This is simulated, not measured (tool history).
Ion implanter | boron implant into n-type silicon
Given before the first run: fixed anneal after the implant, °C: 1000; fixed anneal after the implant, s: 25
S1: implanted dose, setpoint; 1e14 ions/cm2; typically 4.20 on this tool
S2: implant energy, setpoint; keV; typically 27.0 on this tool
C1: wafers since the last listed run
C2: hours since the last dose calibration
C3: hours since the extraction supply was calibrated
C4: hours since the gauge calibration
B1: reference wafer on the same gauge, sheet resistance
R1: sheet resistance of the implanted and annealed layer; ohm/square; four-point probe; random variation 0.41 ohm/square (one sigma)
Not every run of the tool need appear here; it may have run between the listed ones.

run    hour    S1    S2   C1      C2      C3      C4      B1      R1
  1     0.0  4.20  29.5    0  1232.4  4921.7   434.0  285.01  263.60
  2    43.9  3.34  30.0  612  1276.3  4965.6   477.9  285.09  316.09
  3    99.9  3.34  30.0  781  1332.3  5021.6   533.9  284.95  316.06
  4   164.9  3.34  30.0  906  1397.3  5086.6   598.9  284.91  315.60
  5   197.6  3.73  22.0  456  1430.0  5119.3   631.6  284.90  297.75
  6   259.3  3.73  22.0  860  1491.7  5181.0   693.3  285.07  298.03
  7   294.4  3.73  22.0  489  1526.8  5216.1   728.4  285.01  297.80
  8   362.0  4.20  27.0  943  1594.4  5283.7   796.0  285.10  265.03
  9   416.0  4.59  27.0  753  1648.4  5337.7   850.0  284.86  247.15
 10   445.3  4.59  27.0  408  1677.7  5367.0   879.3  285.06  247.85
 11   485.1  4.59  27.0  555  1717.5  5406.8   919.1  285.03  247.02
 12   540.6  3.37  27.0  774  1773.0  5462.3   974.6  284.97  316.91
 13   570.7  3.37  27.0  419  1803.1  5492.4  1004.7  284.93  316.54
 14   638.7  4.20  27.0  948  1871.1  5560.4  1072.7  284.95  265.29
 15   702.6  4.20  27.0  891  1935.0  5624.3  1136.6  285.01  265.46
 16   767.3  4.20  27.0  902  1999.7  5689.0  1201.3  285.06  265.67
      797.5  -- extraction supply calibrated
 17   835.0  4.20  31.0  833  2067.4    37.5  1269.0  284.98  261.81
      857.3  -- gauge calibrated
 18   885.0  4.20  27.0  697  2117.4    87.5    27.7  285.02  264.87
 19   918.7  5.32  33.0  470  2151.1   121.2    61.4  284.94  214.47
 20   943.8  3.86  18.5  350  2176.2   146.3    86.5  285.18  294.23
 21   982.7  4.20  27.0  542  2215.1   185.2   125.4  284.99  265.47
 22  1030.8  3.63  36.0  671  2263.2   233.3   173.5  285.05  288.95
     1071.2  -- Faraday cup replaced and dose calibrated
 23  1086.8  3.24  27.0  669    15.6   289.3   229.5  284.97  333.70
 24  1123.8  5.41  20.0  516    52.6   326.3   266.5  285.13  227.08
 25  1156.4  4.20  22.5  454    85.2   358.9   299.1  284.89  275.87
 26  1210.4  3.20  30.0  753   139.2   412.9   353.1  284.88  332.51
 27  1269.2  3.45  27.0  820   198.0   471.7   411.9  284.97  314.81
 28  1325.0  4.91  27.0  778   253.8   527.5   467.7  285.00  236.98
 29  1354.1  3.83  34.0  406   282.9   556.6   496.8  284.98  282.91
 30  1394.3  5.22  30.0  560   323.1   596.8   537.0  285.16  223.15
 31  1425.2  4.20  27.0  431   354.0   627.7   567.9  285.18  268.88
 32  1476.4  4.20  21.5  714   405.2   678.9   619.1  284.96  275.08
 33  1513.9  4.20  35.5  523   442.7   716.4   656.6  284.85  261.14

What if the next run were any one of these 4? Each begins from the tool's condition after run 33:
  A  1514.3  3.50  27.0   5  443.1  716.8  657.0   ?   ?
  B  1514.3  3.77  33.0   5  443.1  716.8  657.0   ?   ?
  C  1514.3  3.54  30.0   5  443.1  716.8  657.0   ?   ?
  D  1514.3  3.58  27.0   5  443.1  716.8  657.0   ?   ?

run      B1      R1
  A  284.91  309.97
  B  284.91  286.52
  C  284.91  304.05
  D  284.91  304.47
Without the tool's unlogged condition, the same runs would have read:
run      R1
  A  315.70
  B  291.84
  C  309.68
  D  310.11
